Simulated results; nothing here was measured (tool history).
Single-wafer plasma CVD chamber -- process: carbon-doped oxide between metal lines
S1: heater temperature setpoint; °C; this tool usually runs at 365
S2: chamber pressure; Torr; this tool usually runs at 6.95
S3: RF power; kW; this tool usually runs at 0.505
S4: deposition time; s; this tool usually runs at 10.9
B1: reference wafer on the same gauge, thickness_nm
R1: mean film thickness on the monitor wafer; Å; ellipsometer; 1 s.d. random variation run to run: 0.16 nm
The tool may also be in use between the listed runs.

| run | hour | S1 | S2 | S3 | S4 | B1 | R1 |
|---|---|---|---|---|---|---|---|
| 1 | 0 | 365 | 6.95 | 0.505 | 10.9 | 63.3 | 529.83 |
| 2 | 39.4 | 365 | 6.95 | 0.505 | 10.9 | 63.255 | 529.09 |
| 3 | 135.9 | 365 | 6.95 | 0.435 | 11.9 | 63.318 | 529.09 |
| 4 | 231.2 | 365 | 6.95 | 0.505 | 12.1 | 63.32 | 582.03 |
| 5 | 289.1 | 365 | 6.95 | 0.505 | 12.1 | 63.291 | 582.56 |
| 6 | 356.1 | 365 | 6.95 | 0.485 | 11.7 | 63.363 | 552.82 |
| 7 | 407.3 | 365 | 6.95 | 0.485 | 11.7 | 63.272 | 548.78 |
| 8 | 477.1 | 365 | 6.95 | 0.505 | 10.9 | 63.226 | 523.78 |
| 9 | 539.7 | 365 | 6.95 | 0.505 | 10.9 | 63.32 | 520.12 |
| 10 | 576.1 | 365 | 6.95 | 0.505 | 9.5 | 63.307 | 453.66 |
| 11 | 639 | 365 | 6.95 | 0.505 | 10.2 | 63.302 | 484.28 |
| 12 | 721.1 | 351 | 8.38 | 0.405 | 9.9 | 63.287 | 434.15 |
| 13 | 781.4 | 365 | 6.95 | 0.505 | 10.9 | 63.258 | 516.82 |
| 14 | 840.8 | 365 | 5.29 | 0.505 | 10.9 | 63.319 | 524.57 |
| 15 | 899.4 | 365 | 7.86 | 0.505 | 11.5 | 63.251 | 564.45 |
| 16 | 1000.1 | 358 | 5.69 | 0.445 | 10.9 | 63.271 | 497.36 |
| 17 | 1054.5 | 351 | 8.37 | 0.505 | 10.9 | 63.281 | 559.91 |
| 18 | 1140.7 | 351 | 6.25 | 0.575 | 8.8 | 63.286 | 475.81 |
| 19 | 1232.4 | 365 | 6.95 | 0.505 | 10.9 | 63.253 | 532.09 |
| 20 | 1293.9 | 379 | 8.5 | 0.505 | 10.9 | 63.302 | 515.93 |
| 21 | 1358.9 | 373 | 6.95 | 0.46 | 9.7 | 63.201 | 441.37 |

Put back what was entered between runs (6 entries, withheld): which listed runs does each sit between, and how does the hidden state differ from the listed run before to the listed run after?
Between runs 1 and 2: gauge calibrated (hour 31.9)
  delivered RF power above the setpoint (%): -1.79 -> -1.95
  measured minus no-state result, R1: -4.9 -> -5.35 Å
Between runs 7 and 8: thermocouple changed; heater temperature recalibrated (hour 464.3)
  delivered RF power above the setpoint (%): -4 -> -4.49
  measured minus no-state result, R1: -11.64 -> -12.47 Å
Between runs 13 and 14: RF generator calibrated (hour 836.8)
  delivered RF power above the setpoint (%): -7.08 -> -1.12
  measured minus no-state result, R1: -19.78 -> -2.99 Å
Between runs 15 and 16: gauge calibrated (hour 950.2)
  delivered RF power above the setpoint (%): -1.13 -> -1.21
  measured minus no-state result, R1: -3.26 -> -3.4 Å
Between runs 16 and 17: capacitance manometer re-zeroed and calibrated (hour 1045.9)
  delivered RF power above the setpoint (%): -1.21 -> -1.29
  measured minus no-state result, R1: -3.4 -> -3.69 Å
Between runs 17 and 18: showerhead replaced (hour 1065.3)
  delivered RF power above the setpoint (%): -1.29 -> -1.45
  measured minus no-state result, R1: -3.69 -> -3.44 Å
